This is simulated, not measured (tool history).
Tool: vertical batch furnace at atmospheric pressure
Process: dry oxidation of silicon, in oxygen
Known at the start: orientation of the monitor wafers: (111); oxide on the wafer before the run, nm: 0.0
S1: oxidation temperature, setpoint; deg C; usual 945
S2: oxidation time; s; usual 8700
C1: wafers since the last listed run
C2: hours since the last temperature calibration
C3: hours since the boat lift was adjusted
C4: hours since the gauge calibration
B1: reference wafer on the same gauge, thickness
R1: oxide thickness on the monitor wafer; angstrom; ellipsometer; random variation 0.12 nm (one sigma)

| run | hour | S1 | S2 | C1 | C2 | C3 | C4 | B1 | R1 |
|---|---|---|---|---|---|---|---|---|---|
| 1 | 0 | 945 | 8700 | 0 | 1650.3 | 2938.5 | 51 | 73.41 | 846.3 |
| 2 | 10.9 | 945 | 8700 | 81 | 1661.2 | 2949.4 | 61.9 | 73.4 | 844.4 |
| 3 | 38.2 | 945 | 8700 | 203 | 1688.5 | 2976.7 | 89.2 | 73.41 | 843.8 |
| 4 | 57.5 | 935 | 9630 | 143 | 1707.8 | 2996 | 108.5 | 73.41 | 834.6 |
| 5 | 106.6 | 935 | 9630 | 365 | 1756.9 | 3045.1 | 157.6 | 73.36 | 836.8 |
| 6 | 116.4 | 935 | 9630 | 72 | 1766.7 | 3054.9 | 167.4 | 73.42 | 838.8 |
| 7 | 133.9 | 945 | 8700 | 130 | 1784.2 | 3072.4 | 184.9 | 73.39 | 848.6 |
|  | 144.3 | gauge calibrated |
|  | 177.4 | boat lift adjusted |
| 8 | 177.9 | 945 | 8700 | 148 | 1828.2 | 0.5 | 33.6 | 73.41 | 845.6 |
| 9 | 183.3 | 945 | 8700 | 13 | 1833.6 | 5.9 | 39 | 73.4 | 849.8 |
|  | 203.7 | thermocouples replaced and temperature profile calibrated |
| 10 | 229.2 | 945 | 8700 | 189 | 25.5 | 51.8 | 84.9 | 73.4 | 822.4 |
| 11 | 244.7 | 945 | 8700 | 115 | 41 | 67.3 | 100.4 | 73.4 | 822.3 |
| 12 | 258 | 945 | 5130 | 98 | 54.3 | 80.6 | 113.7 | 73.39 | 574.4 |
| 13 | 266 | 964 | 8700 | 59 | 62.3 | 88.6 | 121.7 | 73.41 | 953 |
| 14 | 286.2 | 945 | 5460 | 150 | 82.5 | 108.8 | 141.9 | 73.39 | 598.4 |
| 15 | 304.7 | 945 | 5790 | 137 | 101 | 127.3 | 160.4 | 73.41 | 623.3 |
| 16 | 315.5 | 933 | 12600 | 80 | 111.8 | 138.1 | 171.2 | 73.4 | 960.1 |
| 17 | 330.9 | 968 | 5250 | 114 | 127.2 | 153.5 | 186.6 | 73.41 | 702.2 |
|  | 341.4 | gauge calibrated |
| 18 | 351.8 | 945 | 8700 | 155 | 148.1 | 174.4 | 10.4 | 73.39 | 823.3 |

Forecast each of these 4 alternatives for the next run:
| A | 357.3 | 945 | 11820 | 40 | 153.6 | 179.9 | 15.9 | ? | ? |
| B | 357.3 | 937 | 11820 | 40 | 153.6 | 179.9 | 15.9 | ? | ? |
| C | 357.3 | 935 | 4440 | 40 | 153.6 | 179.9 | 15.9 | ? | ? |
| D | 357.3 | 924 | 9960 | 40 | 153.6 | 179.9 | 15.9 | ? | ? |

| run | B1 | R1 |
|---|---|---|
| A | 73.41 | 1011.9 |
| B | 73.41 | 950.9 |
| C | 73.41 | 477.3 |
| D | 73.41 | 757.5 |
Without the tool's hidden state the same runs would have given:
| run | R1 |
|---|---|
| A | 1009 |
| B | 948.1 |
| C | 475.8 |
| D | 754.9 |

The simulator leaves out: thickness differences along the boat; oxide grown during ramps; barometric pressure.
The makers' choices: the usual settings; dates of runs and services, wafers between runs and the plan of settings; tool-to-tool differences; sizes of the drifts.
